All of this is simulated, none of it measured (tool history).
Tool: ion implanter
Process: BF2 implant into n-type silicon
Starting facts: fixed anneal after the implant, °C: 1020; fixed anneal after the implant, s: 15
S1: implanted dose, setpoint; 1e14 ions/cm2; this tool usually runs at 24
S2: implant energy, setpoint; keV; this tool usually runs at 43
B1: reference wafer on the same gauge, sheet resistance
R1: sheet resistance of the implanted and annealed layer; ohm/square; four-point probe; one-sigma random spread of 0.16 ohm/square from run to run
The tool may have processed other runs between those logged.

run 1 day=0 | S1=24 S2=43 | B1=120.99 | R1=109.03
run 2 day=2.562 | S1=24 S2=43 | B1=120.95 | R1=109.04
run 3 day=4.492 | S1=24 S2=43 | B1=121 | R1=108.83
run 4 day=8.75 | S1=24 S2=43 | B1=120.98 | R1=109.1
run 5 day=11.246 | S1=22.37 S2=43 | B1=121.02 | R1=109.47
run 6 day=12.9 | S1=24 S2=43 | B1=120.99 | R1=109.09
-- day=16.596 gauge calibrated
run 7 day=17.275 | S1=24 S2=43 | B1=121.01 | R1=109.11
run 8 day=20.788 | S1=29.29 S2=38.5 | B1=120.99 | R1=114.26
run 9 day=22.371 | S1=24 S2=49 | B1=121.02 | R1=101.34
run 10 day=24.158 | S1=24 S2=49 | B1=120.99 | R1=101.71
run 11 day=28.317 | S1=24 S2=43 | B1=121.01 | R1=109.32
run 12 day=30.946 | S1=24 S2=43 | B1=121.01 | R1=108.78
run 13 day=33.638 | S1=24 S2=43 | B1=121.01 | R1=109.22
run 14 day=35.467 | S1=24 S2=43 | B1=120.98 | R1=108.76
run 15 day=39.783 | S1=16.99 S2=31 | B1=121.03 | R1=133.04
run 16 day=41.483 | S1=28.26 S2=43 | B1=120.99 | R1=108.07
run 17 day=44.888 | S1=24 S2=43 | B1=120.93 | R1=108.99
run 18 day=46.446 | S1=18.32 S2=50.5 | B1=121.01 | R1=104.29
run 19 day=55.221 | S1=26.08 S2=43 | B1=121 | R1=108.35
run 20 day=67.396 | S1=19.66 S2=29 | B1=120.98 | R1=135
-- day=70.5 extraction supply calibrated
run 21 day=70.688 | S1=24 S2=43 | B1=121 | R1=106.96
run 22 day=74.271 | S1=31.19 S2=48.5 | B1=121.01 | R1=97.94
-- day=76.4 Faraday cup replaced and dose calibrated
run 23 day=77.996 | S1=24 S2=28.5 | B1=121.08 | R1=132.22
run 24 day=80.517 | S1=24 S2=35 | B1=121.08 | R1=119.89
run 25 day=84.658 | S1=20.02 S2=56 | B1=120.92 | R1=96.37
run 26 day=86.233 | S1=24 S2=43 | B1=120.99 | R1=107.53
run 27 day=90.192 | S1=24 S2=50 | B1=120.99 | R1=99.33
run 28 day=92.979 | S1=17.2 S2=43 | B1=120.95 | R1=112.43
run 29 day=94.529 | S1=24 S2=29.5 | B1=121.02 | R1=130.52
run 30 day=98.392 | S1=24 S2=30 | B1=120.99 | R1=129.63
run 31 day=100.896 | S1=17.72 S2=34 | B1=121.02 | R1=125.26
run 32 day=109.012 | S1=28.52 S2=38 | B1=121 | R1=114.48
run 33 day=118.65 | S1=19.25 S2=54.5 | B1=121.01 | R1=99.05
run 34 day=122.208 | S1=27.81 S2=50.5 | B1=121.07 | R1=97.96
run 35 day=125.708 | S1=27.03 S2=33.5 | B1=121.01 | R1=122.48
run 36 day=129.538 | S1=24 S2=43 | B1=120.99 | R1=108.32

Consider 5 possible next runs. They are alternatives, not a sequence: every one starts from the tool as it was left by run 36. What does each give?
run A day=129.554 | S1=24 S2=43 | B1=? | R1=?
run B day=129.554 | S1=19.92 S2=39 | B1=? | R1=?
run C day=129.554 | S1=28.43 S2=37.5 | B1=? | R1=?
run D day=129.554 | S1=21.09 S2=38.5 | B1=? | R1=?
run E day=129.554 | S1=22.16 S2=53 | B1=? | R1=?

run=A B1=120.98 R1=108.08
run=B B1=120.98 R1=115.56
run=C B1=120.98 R1=115.07
run=D B1=120.98 R1=115.65
run=E B1=120.98 R1=97.5
What these runs would have given with no unlogged condition in the tool:
run=A R1=106.89
run=B R1=114.37
run=C R1=113.81
run=D R1=114.44
run=E R1=96.43
